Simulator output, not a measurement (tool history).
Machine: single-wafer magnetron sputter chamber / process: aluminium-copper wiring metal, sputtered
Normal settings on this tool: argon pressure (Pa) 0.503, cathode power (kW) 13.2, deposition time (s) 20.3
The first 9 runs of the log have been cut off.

run,hour,argon pressure (Pa),cathode power (kW),deposition time (s),"read-back reference wafer on the same gauge, thickness_nm",mean film thickness on the monitor wafer (Å)
# hour 251.9: sputter target and shields replaced
10,301.8,0.503,13.2,20.3,547.887,4667.58
11,322.7,0.503,15.75,20.3,546.969,5547.79
# hour 353: magnet pack replaced
12,357.3,0.503,11.75,20.3,547.306,4130.63
13,380.9,0.319,13.2,16.9,546.557,4239.02
14,414.7,0.503,13.2,20.3,546.359,4599.78
15,438.2,0.503,13.2,20.3,546.885,4550.47
# hour 493.3: sputter target and shields replaced
16,493.8,0.389,14.15,19.1,546.656,4934.05
17,520.7,0.377,13.2,20.3,547.429,4923.77
18,537.5,0.38,11.55,20.3,547.657,4307.86
# hour 540.6: gauge calibrated
19,571.5,0.603,14.85,23.8,546.278,5747.25
20,594.7,0.503,13.2,20.3,548.273,4580.93
21,609.3,0.503,13.2,20.3,546.614,4566.17
22,621.4,0.503,13.2,20.3,546.825,4572.86
23,648.9,0.503,13.2,16.8,546.277,3760.33
24,676.7,0.503,13.2,20.3,547.066,4523.3
# hour 712: sputter target and shields replaced
25,712.5,0.449,16.3,22.4,546.695,6397.91
26,723.2,0.602,14.55,20.3,548.273,4799.92
27,746.5,0.503,10.6,20.3,547.598,3682.42
28,781.1,0.62,11.1,20.3,546.557,3604.53
29,808,0.402,13.2,17.3,546.928,4096.24
30,829.7,0.503,13.2,20.3,547.067,4556.12
31,856.4,0.426,10,20.3,547.092,3588.48
32,877.1,0.503,13.2,20.3,545.766,4502.87
33,902.3,0.604,10.75,17.7,546.856,3009.94
34,915.4,0.628,13.2,23.9,547.408,4943.77

4 ways to go on from here, each from the tool as it stands after run 34. What would each give?
A,915.8,0.503,15.05,20.3,?,?
B,915.8,0.304,11.55,17.3,?,?
C,915.8,0.323,13.2,24.3,?,?
D,915.8,0.58,13.2,16.9,?,?

run,"read-back reference wafer on the same gauge, thickness_nm",mean film thickness on the monitor wafer (Å)
A,546.669,5090.95
B,546.669,3713.53
C,546.669,5898.3
D,546.669,3568.05
With the hidden condition removed and each run's random variation left untouched, the same runs would have given:
run,mean film thickness on the monitor wafer (Å)
A,5334.98
B,3857.83
C,6132.79
D,3750.92
